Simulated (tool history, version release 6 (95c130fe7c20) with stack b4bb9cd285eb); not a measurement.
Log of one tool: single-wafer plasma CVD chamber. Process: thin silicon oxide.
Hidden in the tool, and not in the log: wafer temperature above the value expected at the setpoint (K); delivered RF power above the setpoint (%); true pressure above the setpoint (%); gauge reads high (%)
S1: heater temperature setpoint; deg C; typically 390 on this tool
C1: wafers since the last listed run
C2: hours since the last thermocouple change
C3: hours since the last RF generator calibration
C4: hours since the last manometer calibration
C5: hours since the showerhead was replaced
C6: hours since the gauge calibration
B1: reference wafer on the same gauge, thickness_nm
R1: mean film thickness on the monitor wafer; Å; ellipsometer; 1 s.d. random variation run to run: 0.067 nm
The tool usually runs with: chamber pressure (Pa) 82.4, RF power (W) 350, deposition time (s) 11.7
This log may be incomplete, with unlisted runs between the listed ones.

{"run": 1, "hour": 0.0, "S1": 390, "chamber pressure (Pa)": 82.4, "RF power (W)": 350, "deposition time (s)": 13.4, "C1": 0, "C2": 1008.7, "C3": 522.6, "C4": 2332.8, "C5": 3358.3, "C6": 70.4, "B1": 18.703, "R1": 226.19}
{"run": 2, "hour": 12.9, "S1": 390, "chamber pressure (Pa)": 82.4, "RF power (W)": 350, "deposition time (s)": 11.7, "C1": 274, "C2": 1021.6, "C3": 535.5, "C4": 2345.7, "C5": 3371.2, "C6": 83.3, "B1": 18.712, "R1": 199.4}
{"run": 3, "hour": 44.5, "S1": 390, "chamber pressure (Pa)": 82.4, "RF power (W)": 350, "deposition time (s)": 13.5, "C1": 671, "C2": 1053.2, "C3": 567.1, "C4": 2377.3, "C5": 3402.8, "C6": 114.9, "B1": 18.673, "R1": 229.01}
{"run": 4, "hour": 131.9, "S1": 390, "chamber pressure (Pa)": 82.4, "RF power (W)": 310, "deposition time (s)": 11.7, "C1": 1857, "C2": 1140.6, "C3": 654.5, "C4": 2464.7, "C5": 3490.2, "C6": 202.3, "B1": 18.691, "R1": 182.2}
{"run": 5, "hour": 158.6, "S1": 390, "chamber pressure (Pa)": 82.4, "RF power (W)": 375, "deposition time (s)": 11.7, "C1": 567, "C2": 1167.3, "C3": 681.2, "C4": 2491.4, "C5": 3516.9, "C6": 229.0, "B1": 18.715, "R1": 208.05}
{"hour": 186.6, "done": "capacitance manometer re-zeroed and calibrated"}
{"run": 6, "hour": 187.1, "S1": 390, "chamber pressure (Pa)": 82.4, "RF power (W)": 375, "deposition time (s)": 11.7, "C1": 435, "C2": 1195.8, "C3": 709.7, "C4": 0.5, "C5": 3545.4, "C6": 257.5, "B1": 18.686, "R1": 189.68}
{"hour": 224.9, "done": "thermocouple changed; heater temperature recalibrated"}
{"run": 7, "hour": 225.4, "S1": 384, "chamber pressure (Pa)": 82.4, "RF power (W)": 365, "deposition time (s)": 11.7, "C1": 643, "C2": 0.5, "C3": 748.0, "C4": 38.8, "C5": 3583.7, "C6": 295.8, "B1": 18.668, "R1": 186.97}
{"run": 8, "hour": 251.1, "S1": 384, "chamber pressure (Pa)": 82.4, "RF power (W)": 365, "deposition time (s)": 11.7, "C1": 546, "C2": 26.2, "C3": 773.7, "C4": 64.5, "C5": 3609.4, "C6": 321.5, "B1": 18.724, "R1": 187.35}
{"run": 9, "hour": 278.1, "S1": 390, "chamber pressure (Pa)": 82.4, "RF power (W)": 350, "deposition time (s)": 11.7, "C1": 573, "C2": 53.2, "C3": 800.7, "C4": 91.5, "C5": 3636.4, "C6": 348.5, "B1": 18.702, "R1": 182.51}
{"run": 10, "hour": 313.2, "S1": 390, "chamber pressure (Pa)": 82.4, "RF power (W)": 350, "deposition time (s)": 11.7, "C1": 745, "C2": 88.3, "C3": 835.8, "C4": 126.6, "C5": 3671.5, "C6": 383.6, "B1": 18.704, "R1": 180.51}
{"run": 11, "hour": 331.7, "S1": 390, "chamber pressure (Pa)": 76.4, "RF power (W)": 300, "deposition time (s)": 13.7, "C1": 393, "C2": 106.8, "C3": 854.3, "C4": 145.1, "C5": 3690.0, "C6": 402.1, "B1": 18.715, "R1": 174.72}
{"run": 12, "hour": 352.4, "S1": 390, "chamber pressure (Pa)": 62.8, "RF power (W)": 330, "deposition time (s)": 11.7, "C1": 439, "C2": 127.5, "C3": 875.0, "C4": 165.8, "C5": 3710.7, "C6": 422.8, "B1": 18.691, "R1": 131.77}
{"hour": 375.4, "done": "RF generator calibrated"}
{"run": 13, "hour": 387.9, "S1": 390, "chamber pressure (Pa)": 62.1, "RF power (W)": 350, "deposition time (s)": 10.6, "C1": 584, "C2": 163.0, "C3": 12.5, "C4": 201.3, "C5": 3746.2, "C6": 458.3, "B1": 18.724, "R1": 128.45}
{"hour": 396.9, "done": "showerhead replaced"}
{"run": 14, "hour": 411.2, "S1": 385, "chamber pressure (Pa)": 89.9, "RF power (W)": 370, "deposition time (s)": 11.7, "C1": 325, "C2": 186.3, "C3": 35.8, "C4": 224.6, "C5": 14.3, "C6": 481.6, "B1": 18.696, "R1": 212.5}
{"run": 15, "hour": 427.9, "S1": 394, "chamber pressure (Pa)": 76.4, "RF power (W)": 350, "deposition time (s)": 11.7, "C1": 354, "C2": 203.0, "C3": 52.5, "C4": 241.3, "C5": 31.0, "C6": 498.3, "B1": 18.689, "R1": 175.2}
{"hour": 430.8, "done": "gauge calibrated"}
{"run": 16, "hour": 450.5, "S1": 390, "chamber pressure (Pa)": 82.4, "RF power (W)": 350, "deposition time (s)": 11.7, "C1": 480, "C2": 225.6, "C3": 75.1, "C4": 263.9, "C5": 53.6, "C6": 19.7, "B1": 18.679, "R1": 188.14}
{"run": 17, "hour": 484.4, "S1": 390, "chamber pressure (Pa)": 101.5, "RF power (W)": 350, "deposition time (s)": 12.7, "C1": 720, "C2": 259.5, "C3": 109.0, "C4": 297.8, "C5": 87.5, "C6": 53.6, "B1": 18.714, "R1": 250.69}
{"run": 18, "hour": 513.9, "S1": 378, "chamber pressure (Pa)": 88.1, "RF power (W)": 350, "deposition time (s)": 9.8, "C1": 626, "C2": 289.0, "C3": 138.5, "C4": 327.3, "C5": 117.0, "C6": 83.1, "B1": 18.705, "R1": 171.33}
{"run": 19, "hour": 538.4, "S1": 390, "chamber pressure (Pa)": 82.4, "RF power (W)": 350, "deposition time (s)": 11.7, "C1": 520, "C2": 313.5, "C3": 163.0, "C4": 351.8, "C5": 141.5, "C6": 107.6, "B1": 18.722, "R1": 187.42}
{"run": 20, "hour": 556.3, "S1": 390, "chamber pressure (Pa)": 82.4, "RF power (W)": 350, "deposition time (s)": 11.7, "C1": 380, "C2": 331.4, "C3": 180.9, "C4": 369.7, "C5": 159.4, "C6": 125.5, "B1": 18.689, "R1": 188.07}

Selected run-to-run steps in R1, each split into two signed amounts: the part the tool would show with no hidden state at all (from settings, incoming material and random variation), and the remainder, which goes to the hidden state together with any gauge scatter not common to the measured and the hidden-state-free results:
Run 5 -> 6: capacitance manometer re-zeroed and calibrated. R1 -18.37 Å: hidden state -18.46, all else +0.09.
Run 12 -> 13: chamber pressure (Pa) 62.8 -> 62.1, RF power (W) 330 -> 350, deposition time (s) 11.7 -> 10.6, RF generator calibrated. R1 -3.32 Å: hidden state +5.38, all else -8.70.
Run 13 -> 14: S1 390 -> 385, chamber pressure (Pa) 62.1 -> 89.9, RF power (W) 350 -> 370, deposition time (s) 10.6 -> 11.7, showerhead replaced. R1 +84.05 Å: hidden state +0.32, all else +83.73.
Run 17 -> 18: S1 390 -> 378, chamber pressure (Pa) 101.5 -> 88.1, deposition time (s) 12.7 -> 9.8. R1 -79.36 Å: hidden state -0.06, all else -79.30.
